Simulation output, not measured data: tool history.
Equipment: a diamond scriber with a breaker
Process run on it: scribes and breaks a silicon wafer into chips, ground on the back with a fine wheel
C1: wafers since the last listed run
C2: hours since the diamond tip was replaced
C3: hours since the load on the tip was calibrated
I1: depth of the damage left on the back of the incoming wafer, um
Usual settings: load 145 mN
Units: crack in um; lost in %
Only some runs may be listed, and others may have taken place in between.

Run 1, hour 0: usual settings; C1 0; C2 197.3; C3 1299.6; I1 2.38. Result: crack 8.12 um, lost 4.57 %.
Run 2, hour 12: usual settings; C1 41; C2 209.3; C3 1311.6; I1 1.99. Result: crack 7.77 um, lost 3.02 %.
Run 3, hour 37.3: usual settings; C1 88; C2 234.6; C3 1336.9; I1 1.96. Result: crack 7.93 um, lost 3.1 %.
Run 4, hour 49.7: usual settings but load 157 mN; C1 43; C2 247; C3 1349.3; I1 2.97. Result: crack 8.28 um, lost 6.15 %.
Run 5, hour 66.1: usual settings; C1 57; C2 263.4; C3 1365.7; I1 2.12. Result: crack 7.86 um, lost 3.48 %.
Run 6, hour 80.7: usual settings; C1 50; C2 278; C3 1380.3; I1 2.32. Result: crack 7.73 um, lost 4.82 %.
Run 7, hour 95.2: usual settings; C1 50; C2 292.5; C3 1394.8; I1 2.94. Result: crack 7.77 um, lost 8.11 %.
Run 8, hour 104.9: usual settings; C1 33; C2 302.2; C3 1404.5; I1 1.55. Result: crack 7.63 um, lost 3.13 %.
Run 9, hour 121.4: usual settings; C1 57; C2 318.7; C3 1421; I1 1.75. Result: crack 7.65 um, lost 4.11 %.
Run 10, hour 138: usual settings but load 120 mN; C1 57; C2 335.3; C3 1437.6; I1 2.35. Result: crack 6.77 um, lost 15.81 %.
Run 11, hour 153: usual settings but load 120 mN; C1 52; C2 350.3; C3 1452.6; I1 2.5. Result: crack 6.6 um, lost 17.79 %.
Run 12, hour 167.3: usual settings but load 127 mN; C1 49; C2 364.6; C3 1466.9; I1 2.44. Result: crack 6.58 um, lost 13.8 %.
At hour 171.7: diamond tip replaced by a new one.
Run 13, hour 184.1: usual settings; C1 51; C2 12.4; C3 1483.7; I1 1.73. Result: crack 6.57 um, lost 12.05 %.
Run 14, hour 195.1: usual settings; C1 38; C2 23.4; C3 1494.7; I1 2.19. Result: crack 6.42 um, lost 13.8 %.
Run 15, hour 207.8: usual settings but load 174 mN; C1 44; C2 36.1; C3 1507.4; I1 2.74. Result: crack 7.6 um, lost 10.06 %.
At hour 210.6: load on the tip recalibrated.
Run 16, hour 220.2: usual settings; C1 36; C2 48.5; C3 9.6; I1 2.65. Result: crack 6.57 um, lost 18.44 %.
Run 17, hour 232.9: usual settings; C1 44; C2 61.2; C3 22.3; I1 2.53. Result: crack 6.43 um, lost 18.73 %.
Run 18, hour 239.8: usual settings but load 169 mN; C1 24; C2 68.1; C3 29.2; I1 1.84. Result: crack 7.48 um, lost 6.14 %.
Run 19, hour 257: usual settings but load 169 mN; C1 59; C2 85.3; C3 46.4; I1 2.92. Result: crack 7.31 um, lost 11.12 %.
Run 20, hour 269.9: usual settings but load 169 mN; C1 44; C2 98.2; C3 59.3; I1 1.71. Result: crack 7.47 um, lost 5.49 %.
At hour 289.8: diamond tip replaced by a new one, repeated, since the last time left the tool worse.
Run 21, hour 307.2: usual settings; C1 122; C2 17.4; C3 96.6; I1 2.67. Result: crack 8.28 um, lost 4.41 %.
Run 22, hour 321: usual settings; C1 48; C2 31.2; C3 110.4; I1 2.95. Result: crack 8.49 um, lost 5.4 %.
Run 23, hour 330.2: usual settings; C1 32; C2 40.4; C3 119.6; I1 2.03. Result: crack 8.47 um, lost 2.77 %.
Run 24, hour 340.9: usual settings; C1 37; C2 51.1; C3 130.3; I1 2.87. Result: crack 8.37 um, lost 5.07 %.
Run 25, hour 353.1: usual settings but load 171 mN; C1 42; C2 63.3; C3 142.5; I1 2.86. Result: crack 9.33 um, lost 6.08 %.
Run 26, hour 367.1: usual settings but load 176 mN; C1 48; C2 77.3; C3 156.5; I1 1.78. Result: crack 9.53 um, lost 4.56 %.
Run 27, hour 378.5: usual settings; C1 39; C2 88.7; C3 167.9; I1 2.76. Result: crack 8.45 um, lost 5.18 %.
Run 28, hour 389: usual settings but load 129 mN; C1 36; C2 99.2; C3 178.4; I1 2.84. Result: crack 7.74 um, lost 9.5 %.
Run 29, hour 403.6: usual settings but load 168 mN; C1 50; C2 113.8; C3 193; I1 1.83. Result: crack 9.38 um, lost 2.94 %.
Run 30, hour 415.1: usual settings but load 169 mN; C1 40; C2 125.3; C3 204.5; I1 1.81. Result: crack 9.2 um, lost 3.08 %.
Run 31, hour 424.3: usual settings but load 175 mN; C1 32; C2 134.5; C3 213.7; I1 1.81. Result: crack 9.55 um, lost 4.04 %.
Run 32, hour 435: usual settings but load 162 mN; C1 37; C2 145.2; C3 224.4; I1 1.61. Result: crack 8.97 um, lost 2.05 %.
Run 33, hour 447.3: usual settings but load 131 mN; C1 42; C2 157.5; C3 236.7; I1 2.19. Result: crack 7.6 um, lost 4.98 %.
Run 34, hour 459.1: usual settings but load 157 mN; C1 41; C2 169.3; C3 248.5; I1 2.3. Result: crack 8.71 um, lost 3.34 %.
Run 35, hour 498: usual settings but load 108 mN; C1 135; C2 208.2; C3 287.4; I1 1.82. Result: crack 6.84 um, lost 13.31 %.
Run 36, hour 511.9: usual settings but load 167 mN; C1 48; C2 222.1; C3 301.3; I1 2.9. Result: crack 9.02 um, lost 5.52 %.
Run 37, hour 522.8: usual settings; C1 37; C2 233; C3 312.2; I1 1.86. Result: crack 8.1 um, lost 2.96 %.
Run 38, hour 537: usual settings but load 170 mN; C1 49; C2 247.2; C3 326.4; I1 1.51. Result: crack 8.64 um, lost 1.92 %.
Run 39, hour 546.4: usual settings but load 125 mN; C1 32; C2 256.6; C3 335.8; I1 2.38. Result: crack 6.95 um, lost 10.14 %.
Run 40, hour 560.1: usual settings but load 182 mN; C1 47; C2 270.3; C3 349.5; I1 2.89. Result: crack 9.47 um, lost 5.08 %.
Run 41, hour 593.6: usual settings but load 158 mN; C1 116; C2 303.8; C3 383; I1 2.6. Result: crack 8.29 um, lost 5 %.
Run 42, hour 601.8: usual settings but load 105 mN; C1 28; C2 312; C3 391.2; I1 2.1. Result: crack 6.1 um, lost 21.86 %.
Run 43, hour 611.9: usual settings but load 184 mN; C1 35; C2 322.1; C3 401.3; I1 2.72. Result: crack 9.12 um, lost 5.1 %.

Subtracting, for every run, the result it would have given without the tool's unlogged condition from the measured result gives the following. The same run-to-run variation enters both numbers; the gauge's scatter may not:
Hidden conditions of the tool in this case: share of the diamond tip's cutting effectiveness lost through wear, %; deviation of the load on the tip from its setpoint, %.
run  crack    lost
  1  -0.36   +0.75
  2  -0.39   +0.63
  3  -0.48   +0.84
  4  -0.54   +0.41
  5  -0.59   +1.13
  6  -0.64   +1.63
  7  -0.71   +2.51
  8  -0.74   +1.63
  9  -0.83   +2.19
 10  -0.81   +8.07
 11  -0.86   +9.24
 12  -0.94   +7.97
 13  -1.82  +10.28
 14  -1.79  +11.02
 15  -2.13   +2.79
 16  -1.85  +13.66
 17  -1.83  +14.21
 18  -2.13   +2.35
 19  -2.11   +5.05
 20  -2.19   +2.24
 21  -0.04   +0.05
 22  -0.04   +0.07
 23  -0.05   +0.03
 24  -0.05   +0.08
 25  -0.07    -0.2
 26  -0.08    -0.4
 27  -0.09   +0.15
 28   -0.1   +0.64
 29  -0.14   -0.43
 30  -0.17   -0.53
 31  -0.19   -0.79
 32   -0.2   -0.46
 33   -0.2   +0.87
 34  -0.26   -0.23
 35  -0.29   +3.15
 36  -0.43   -0.63
 37  -0.42    +0.7
 38  -0.51   -1.55
 39  -0.45   +3.52
 40  -0.67   -1.81
 41  -0.75   +0.37
 42  -0.59   +8.46
 43  -0.94   -3.04

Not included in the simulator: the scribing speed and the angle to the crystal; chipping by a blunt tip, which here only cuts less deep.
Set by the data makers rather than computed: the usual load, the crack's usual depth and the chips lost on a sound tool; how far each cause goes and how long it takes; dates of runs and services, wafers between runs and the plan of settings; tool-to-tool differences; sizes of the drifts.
